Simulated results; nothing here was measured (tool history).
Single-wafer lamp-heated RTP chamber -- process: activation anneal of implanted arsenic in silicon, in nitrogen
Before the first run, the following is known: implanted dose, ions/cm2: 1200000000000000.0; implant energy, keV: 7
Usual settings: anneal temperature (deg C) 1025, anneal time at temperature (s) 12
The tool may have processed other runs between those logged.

run	hour	anneal temperature (deg C)	anneal time at temperature (s)	wafers since the last listed run	wafers since the last pyrometer calibration	wafers since the reflector plate was cleaned	hours since the gauge calibration	read-back reference wafer on the same gauge, sheet resistance	sheet resistance of the implanted and annealed layer (ohm/square)
1	0	1017	12	0	4364	991	546.6	121.91	148.65
2	26.5	1025	12	526	4891	1517	573.1	121.94	141.42
# hour 35.7: pyrometer window cleaned and pyrometer calibrated
3	69.3	1025	12	691	667	2209	615.9	121.89	140.19
4	138.4	1025	12	1373	2041	3583	685	121.93	141.52
5	167.5	1025	12	578	2619	4161	714.1	121.97	142.06
# hour 199.7: reflector plate cleaned
6	238.7	1025	12	1256	3876	776	785.3	122.03	139.92
7	286	1037	16	940	4816	1716	832.6	122.06	122.22
8	339.5	1037	16	1063	5880	2779	886.1	121.89	121.5
# hour 350.9: pyrometer window cleaned and pyrometer calibrated
# hour 480.2: reflector plate cleaned
9	508.1	1037	16	3033	2965	554	1054.7	121.8	122.8
10	534.7	1025	7	528	3494	1083	1081.3	122.02	157.76
11	573.4	1025	7	769	4263	1852	1120	122.11	158.14
# hour 600.1: pyrometer window cleaned and pyrometer calibrated
12	600.6	1025	7	381	9	2234	1147.2	121.93	159.18
13	637.7	1025	12	737	747	2972	1184.3	121.9	140.82
# hour 650.1: gauge calibrated
14	686.5	1025	12	970	1717	3942	36.4	122.11	140.61
15	743.3	1046	6	1129	2846	5071	93.2	122.02	145.31
# hour 755.3: reflector plate cleaned
16	773.5	1025	12	441	3287	361	123.4	121.97	141.67
17	873.7	1025	12	1991	5279	2353	223.6	121.84	141.92
18	910.7	1004	16	735	6015	3089	260.6	121.93	150.87
# hour 919.1: pyrometer window cleaned and pyrometer calibrated
19	970.8	1006	16	1035	1027	4124	320.7	122.07	148.94
# hour 1028.4: reflector plate cleaned
20	1028.9	1025	12	995	2023	9	378.8	122.1	141.45
21	1082.2	1015	10	1059	3082	1068	432.1	121.94	155.52
22	1141	1053	17	1168	4251	2237	490.9	121.98	111.18
23	1195.6	1005	12	1085	5337	3322	545.5	121.84	159.83
# hour 1208.9: pyrometer window cleaned and pyrometer calibrated
24	1236.2	1025	12	648	543	3971	586.1	121.93	140.62
25	1277.5	1041	10	821	1364	4792	627.4	121.95	132.87
26	1311.8	1025	12	681	2046	5473	661.7	121.96	141.67
# hour 1331.8: reflector plate cleaned
27	1370.3	998	18	1003	3050	765	720.2	122.12	152.87
28	1403.7	1025	9	663	3714	1429	753.6	122.08	149.88

Run 29, settings as shown, results not yet in. Your forecast:
29	1460.5	1044	16	1129	4843	2558	810.4	?	?

read-back reference wafer on the same gauge, sheet resistance: 122
sheet resistance of the implanted and annealed layer (ohm/square): 118.65
Were there no unlogged condition in the tool, this run, its random variation unchanged, would have produced sheet resistance of the implanted and annealed layer (ohm/square) 118.65.
